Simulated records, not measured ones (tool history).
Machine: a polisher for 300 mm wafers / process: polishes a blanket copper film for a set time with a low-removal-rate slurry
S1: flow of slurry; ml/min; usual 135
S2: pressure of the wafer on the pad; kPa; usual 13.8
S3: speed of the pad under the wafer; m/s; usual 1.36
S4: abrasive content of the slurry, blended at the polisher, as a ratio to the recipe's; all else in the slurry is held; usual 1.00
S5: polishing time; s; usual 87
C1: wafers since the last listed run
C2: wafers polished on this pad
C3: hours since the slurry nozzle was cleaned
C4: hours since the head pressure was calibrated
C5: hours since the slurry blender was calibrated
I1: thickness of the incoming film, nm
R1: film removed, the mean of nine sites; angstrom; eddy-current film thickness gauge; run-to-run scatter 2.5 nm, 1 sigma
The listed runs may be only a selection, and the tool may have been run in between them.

run,hour,S1,S2,S3,S4,S5,C1,C2,C3,C4,C5,I1,R1
1,0.0,135,13.8,1.36,1.00,87,0,185,48.4,707.6,337.5,687.6,2027
2,9.2,135,13.8,1.36,1.00,87,59,245,57.6,716.8,346.7,692.2,1952
3,21.1,135,13.8,1.36,1.00,87,76,321,69.5,728.7,358.6,698.9,1953
4,64.3,135,13.8,1.36,1.00,87,278,600,112.7,771.9,401.8,699.0,1887
5,73.2,135,13.8,1.36,1.00,87,57,658,121.6,780.8,410.7,675.8,1888
6,84.8,135,13.8,1.36,1.00,87,74,733,133.2,792.4,422.3,693.4,1916
7,93.4,135,13.8,1.36,1.00,87,55,788,141.8,801.0,430.9,692.8,1885
8,108.4,135,13.8,1.36,1.00,87,96,885,156.8,816.0,445.9,691.2,1864
# hour 111.1: slurry blender recalibrated
9,120.5,135,13.8,1.36,1.00,87,65,950,168.9,828.1,9.4,700.3,1880
# hour 124.0: head pressure recalibrated
10,131.5,110,13.8,1.36,1.00,70,58,1009,179.9,7.5,20.4,687.9,1456
11,142.4,135,13.8,1.36,1.00,87,70,1079,190.8,18.4,31.3,696.4,1856
# hour 160.7: worn pad replaced by a new one
12,161.2,135,13.8,1.36,1.00,87,95,3,209.6,37.2,50.1,681.4,2061
# hour 175.7: slurry nozzle cleaned
13,176.1,135,13.8,1.36,1.15,87,89,93,0.4,52.1,65.0,678.9,2106
14,188.2,135,13.8,1.18,1.00,87,78,171,12.5,64.2,77.1,679.7,1794
15,195.0,135,9.7,1.60,0.90,87,43,215,19.3,71.0,83.9,687.8,1513
16,213.0,135,13.8,0.92,1.10,87,116,331,37.3,89.0,101.9,698.8,1496

Run 17 is up next; what results do you expect?
17,219.9,135,10.3,1.36,1.00,105,44,375,44.2,95.9,108.8,701.4,?

R1: 1756 angstrom
Minus the tool's unlogged condition, the same run would have read R1 1916 angstrom.

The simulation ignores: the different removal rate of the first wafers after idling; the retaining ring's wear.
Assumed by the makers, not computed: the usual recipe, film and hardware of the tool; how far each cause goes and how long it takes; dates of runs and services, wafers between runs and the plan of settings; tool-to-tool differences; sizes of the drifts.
